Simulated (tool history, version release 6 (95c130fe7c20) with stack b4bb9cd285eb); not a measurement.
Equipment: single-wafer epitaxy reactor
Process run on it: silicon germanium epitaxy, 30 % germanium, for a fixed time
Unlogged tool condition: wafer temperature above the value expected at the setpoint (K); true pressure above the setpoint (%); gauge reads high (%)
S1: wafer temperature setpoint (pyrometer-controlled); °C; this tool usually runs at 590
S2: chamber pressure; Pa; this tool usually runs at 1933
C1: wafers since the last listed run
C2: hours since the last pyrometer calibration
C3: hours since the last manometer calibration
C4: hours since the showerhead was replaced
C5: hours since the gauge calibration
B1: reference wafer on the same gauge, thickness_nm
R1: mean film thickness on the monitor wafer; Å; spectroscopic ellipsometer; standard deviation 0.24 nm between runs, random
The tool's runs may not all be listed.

run,day,S1,S2,C1,C2,C3,C4,C5,B1,R1
1,0,590,1933,0,2465.4,2512.1,4632,303.1,48.613,428.11
2,1.362,590,1933,465,2498.1,2544.8,4664.7,335.8,48.631,425.86
3,2.912,590,1933,529,2535.3,2582,4701.9,373,48.533,421.38
4,4.054,590,1933,390,2562.7,2609.4,4729.3,400.4,48.754,428.69
5,6.021,590,1933,672,2609.9,2656.6,4776.5,447.6,48.592,426.4
6,8.333,600,1933,790,2665.4,2712.1,4832,503.1,48.501,501.57
7,11.125,600,1933,953,2732.4,2779.1,4899,570.1,48.63,502.95
# day 14.533: pyrometer calibrated
8,15.062,590,1933,1231,12.7,2873.6,4993.5,664.6,48.58,424.16
9,16.946,590,1933,643,57.9,2918.8,5038.7,709.8,48.548,424.82
10,19.933,590,1933,1020,129.6,2990.5,5110.4,781.5,48.513,423.06
11,22.929,582,1600,1023,201.5,3062.4,5182.3,853.4,48.529,344.28
12,24.238,581,1627,447,232.9,3093.8,5213.7,884.8,48.544,345.36
# day 25.262: capacitance manometer re-zeroed and calibrated
13,26.408,590,1933,627,285,27.5,5265.8,936.9,48.537,430.77
14,27.471,590,1933,363,310.5,53,5291.3,962.4,48.577,429.13
# day 28.275: gauge calibrated
15,29.867,596,1787,818,368,110.5,5348.8,38.2,48.611,455.46
# day 31.9: showerhead replaced
16,32.538,583,1933,798,432.1,174.6,15.3,102.3,48.538,378.23
17,35.271,585,1520,934,497.7,240.2,80.9,167.9,48.611,360.62
18,36.746,603,2160,504,533.1,275.6,116.3,203.3,48.537,543.03
19,38.4,597,1760,565,572.8,315.3,156,243,48.491,459.98
20,41.008,596,2066,891,635.4,377.9,218.6,305.6,48.519,475.83

Take each entry between the runs: how does the hidden state at the last listed run before it differ from the hidden state at the first listed run after it?
Logged between run 7 and run 8: pyrometer calibrated (day 14.533)
  nothing in the hidden state changes from one run to the other
Logged between run 12 and run 13: capacitance manometer re-zeroed and calibrated (day 25.262)
  nothing in the hidden state changes from one run to the other
Logged between run 14 and run 15: gauge calibrated (day 28.275)
  nothing in the hidden state changes from one run to the other
Logged between run 15 and run 16: showerhead replaced (day 31.9)
  nothing in the hidden state changes from one run to the other
